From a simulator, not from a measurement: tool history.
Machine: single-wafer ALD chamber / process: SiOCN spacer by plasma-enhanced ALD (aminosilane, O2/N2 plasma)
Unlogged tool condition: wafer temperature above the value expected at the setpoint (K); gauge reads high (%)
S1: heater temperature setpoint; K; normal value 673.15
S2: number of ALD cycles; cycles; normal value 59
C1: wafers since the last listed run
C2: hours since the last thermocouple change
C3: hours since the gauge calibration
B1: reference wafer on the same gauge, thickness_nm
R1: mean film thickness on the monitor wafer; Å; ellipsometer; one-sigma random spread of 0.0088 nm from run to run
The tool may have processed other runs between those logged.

run,day,S1,S2,C1,C2,C3,B1,R1
1,0.000,673.15,59,0,1962.4,817.6,3.469,34.50
2,3.100,673.15,59,207,2036.8,892.0,3.471,34.52
3,6.038,673.15,59,196,2107.3,962.5,3.466,34.45
4,7.846,676.15,59,121,2150.7,1005.9,3.469,34.06
5,10.346,676.15,59,167,2210.7,1065.9,3.470,34.24
6,11.700,676.15,59,90,2243.2,1098.4,3.467,34.15
7,12.717,666.15,59,68,2267.6,1122.8,3.462,34.65
8,14.329,666.15,59,108,2306.3,1161.5,3.466,34.59
9,17.283,673.15,59,197,2377.2,1232.4,3.463,34.48
10,19.171,673.15,59,126,2422.5,1277.7,3.466,34.48
11,21.917,673.15,59,184,2488.4,1343.6,3.466,34.35
12,24.617,673.15,59,180,2553.2,1408.4,3.462,34.43
13,27.450,678.15,70,189,2621.2,1476.4,3.464,40.24
14,30.279,673.15,59,189,2689.1,1544.3,3.461,34.36
# day 34.017: gauge calibrated
15,35.288,673.15,51,335,2809.3,30.5,3.520,30.25
# day 35.779: thermocouple changed; heater temperature recalibrated
16,38.038,673.15,59,161,54.2,96.5,3.509,34.88
17,42.612,664.15,55,306,164.0,206.3,3.499,32.40
18,44.312,684.15,64,113,204.8,247.1,3.498,36.43
19,45.571,685.15,50,84,235.0,277.3,3.499,28.38
20,46.571,677.15,65,67,259.0,301.3,3.493,37.83
21,49.392,673.15,70,189,326.7,369.0,3.492,41.16
22,52.204,668.15,55,188,394.2,436.5,3.482,32.40
23,54.362,662.15,49,144,446.0,488.3,3.482,28.77

Each row is a separate what-if for the run after 23, all from the same tool condition, not one after another. Results?
A,54.383,683.15,59,1,446.5,488.8,?,?
B,54.383,673.15,56,1,446.5,488.8,?,?
C,54.383,665.15,54,1,446.5,488.8,?,?

run,B1,R1
A,3.478,33.61
B,3.478,32.86
C,3.478,31.69
What these runs would have given with no unlogged condition in the tool:
run,R1
A,33.97
B,33.20
C,32.02

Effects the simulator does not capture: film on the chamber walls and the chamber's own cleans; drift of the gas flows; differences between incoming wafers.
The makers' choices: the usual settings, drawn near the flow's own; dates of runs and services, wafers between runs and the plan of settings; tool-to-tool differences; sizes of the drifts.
